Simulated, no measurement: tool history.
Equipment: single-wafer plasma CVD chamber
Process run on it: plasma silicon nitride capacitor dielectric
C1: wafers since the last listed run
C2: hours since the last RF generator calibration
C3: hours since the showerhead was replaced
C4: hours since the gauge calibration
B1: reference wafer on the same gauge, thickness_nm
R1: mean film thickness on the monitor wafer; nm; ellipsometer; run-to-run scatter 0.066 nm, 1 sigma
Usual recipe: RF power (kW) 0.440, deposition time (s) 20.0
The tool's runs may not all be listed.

run 1 hour=0.0 | RF_power_(kW)=0.440 deposition_time_(s)=18.6 | C1=0 C2=35.2 C3=4094.9 C4=268.0 | B1=33.200 | R1=26.591
run 2 hour=59.1 | RF_power_(kW)=0.440 deposition_time_(s)=18.6 | C1=2097 C2=94.3 C3=4154.0 C4=327.1 | B1=33.206 | R1=26.669
run 3 hour=102.0 | RF_power_(kW)=0.440 deposition_time_(s)=20.0 | C1=1522 C2=137.2 C3=4196.9 C4=370.0 | B1=33.213 | R1=28.469
run 4 hour=138.5 | RF_power_(kW)=0.440 deposition_time_(s)=20.0 | C1=1295 C2=173.7 C3=4233.4 C4=406.5 | B1=33.204 | R1=28.530
run 5 hour=180.0 | RF_power_(kW)=0.440 deposition_time_(s)=20.0 | C1=1473 C2=215.2 C3=4274.9 C4=448.0 | B1=33.200 | R1=28.429
run 6 hour=243.6 | RF_power_(kW)=0.440 deposition_time_(s)=20.0 | C1=2257 C2=278.8 C3=4338.5 C4=511.6 | B1=33.196 | R1=28.530
run 7 hour=301.3 | RF_power_(kW)=0.440 deposition_time_(s)=19.1 | C1=2048 C2=336.5 C3=4396.2 C4=569.3 | B1=33.202 | R1=27.117
run 8 hour=330.5 | RF_power_(kW)=0.440 deposition_time_(s)=19.1 | C1=1036 C2=365.7 C3=4425.4 C4=598.5 | B1=33.201 | R1=27.082
run 9 hour=379.5 | RF_power_(kW)=0.440 deposition_time_(s)=19.1 | C1=1739 C2=414.7 C3=4474.4 C4=647.5 | B1=33.199 | R1=27.072
run 10 hour=439.2 | RF_power_(kW)=0.500 deposition_time_(s)=20.0 | C1=2119 C2=474.4 C3=4534.1 C4=707.2 | B1=33.205 | R1=29.229
run 11 hour=485.9 | RF_power_(kW)=0.500 deposition_time_(s)=20.0 | C1=1657 C2=521.1 C3=4580.8 C4=753.9 | B1=33.207 | R1=29.273
run 12 hour=511.7 | RF_power_(kW)=0.500 deposition_time_(s)=20.0 | C1=915 C2=546.9 C3=4606.6 C4=779.7 | B1=33.208 | R1=29.153
-- hour=544.2 gauge calibrated
run 13 hour=583.2 | RF_power_(kW)=0.420 deposition_time_(s)=19.1 | C1=2537 C2=618.4 C3=4678.1 C4=39.0 | B1=33.191 | R1=26.736
run 14 hour=639.2 | RF_power_(kW)=0.415 deposition_time_(s)=18.8 | C1=1987 C2=674.4 C3=4734.1 C4=95.0 | B1=33.206 | R1=26.223
run 15 hour=718.7 | RF_power_(kW)=0.440 deposition_time_(s)=20.0 | C1=2821 C2=753.9 C3=4813.6 C4=174.5 | B1=33.189 | R1=28.328
-- hour=738.9 RF generator calibrated
run 16 hour=777.2 | RF_power_(kW)=0.465 deposition_time_(s)=22.6 | C1=1792 C2=38.3 C3=4872.1 C4=233.0 | B1=33.205 | R1=32.646
run 17 hour=837.4 | RF_power_(kW)=0.460 deposition_time_(s)=20.0 | C1=2136 C2=98.5 C3=4932.3 C4=293.2 | B1=33.202 | R1=28.908
-- hour=862.8 showerhead replaced
run 18 hour=906.1 | RF_power_(kW)=0.440 deposition_time_(s)=20.0 | C1=2154 C2=167.2 C3=43.3 C4=361.9 | B1=33.203 | R1=28.485
run 19 hour=943.6 | RF_power_(kW)=0.440 deposition_time_(s)=20.0 | C1=1331 C2=204.7 C3=80.8 C4=399.4 | B1=33.188 | R1=28.416
run 20 hour=1007.1 | RF_power_(kW)=0.405 deposition_time_(s)=20.0 | C1=2253 C2=268.2 C3=144.3 C4=462.9 | B1=33.206 | R1=27.843
run 21 hour=1064.6 | RF_power_(kW)=0.480 deposition_time_(s)=18.9 | C1=2041 C2=325.7 C3=201.8 C4=520.4 | B1=33.192 | R1=27.292
run 22 hour=1114.1 | RF_power_(kW)=0.490 deposition_time_(s)=18.7 | C1=1757 C2=375.2 C3=251.3 C4=569.9 | B1=33.193 | R1=27.218
run 23 hour=1162.6 | RF_power_(kW)=0.395 deposition_time_(s)=21.2 | C1=1721 C2=423.7 C3=299.8 C4=618.4 | B1=33.215 | R1=29.239
run 24 hour=1220.3 | RF_power_(kW)=0.440 deposition_time_(s)=20.0 | C1=2048 C2=481.4 C3=357.5 C4=676.1 | B1=33.204 | R1=28.340
run 25 hour=1271.0 | RF_power_(kW)=0.440 deposition_time_(s)=19.1 | C1=1799 C2=532.1 C3=408.2 C4=726.8 | B1=33.191 | R1=27.105
run 26 hour=1339.6 | RF_power_(kW)=0.440 deposition_time_(s)=20.0 | C1=2435 C2=600.7 C3=476.8 C4=795.4 | B1=33.181 | R1=28.235
-- hour=1355.5 gauge calibrated
run 27 hour=1405.6 | RF_power_(kW)=0.470 deposition_time_(s)=16.3 | C1=2342 C2=666.7 C3=542.8 C4=50.1 | B1=33.202 | R1=23.314

Each row is a separate what-if for the run after 27, all from the same tool condition, not one after another. Results?
run A hour=1406.0 | RF_power_(kW)=0.440 deposition_time_(s)=22.0 | C1=14 C2=667.1 C3=543.2 C4=50.5 | B1=? | R1=?
run B hour=1406.0 | RF_power_(kW)=0.490 deposition_time_(s)=18.1 | C1=14 C2=667.1 C3=543.2 C4=50.5 | B1=? | R1=?
run C hour=1406.0 | RF_power_(kW)=0.440 deposition_time_(s)=21.3 | C1=14 C2=667.1 C3=543.2 C4=50.5 | B1=? | R1=?
run D hour=1406.0 | RF_power_(kW)=0.470 deposition_time_(s)=18.6 | C1=14 C2=667.1 C3=543.2 C4=50.5 | B1=? | R1=?
run E hour=1406.0 | RF_power_(kW)=0.515 deposition_time_(s)=22.5 | C1=14 C2=667.1 C3=543.2 C4=50.5 | B1=? | R1=?

run=A B1=33.215 R1=31.067
run=B B1=33.215 R1=26.236
run=C B1=33.215 R1=30.079
run=D B1=33.215 R1=26.688
run=E B1=33.215 R1=33.015
Stripped of hidden state, with their random variation kept, the same runs would have yielded:
run=A R1=31.491
run=B R1=26.594
run=C R1=30.489
run=D R1=27.052
run=E R1=33.466
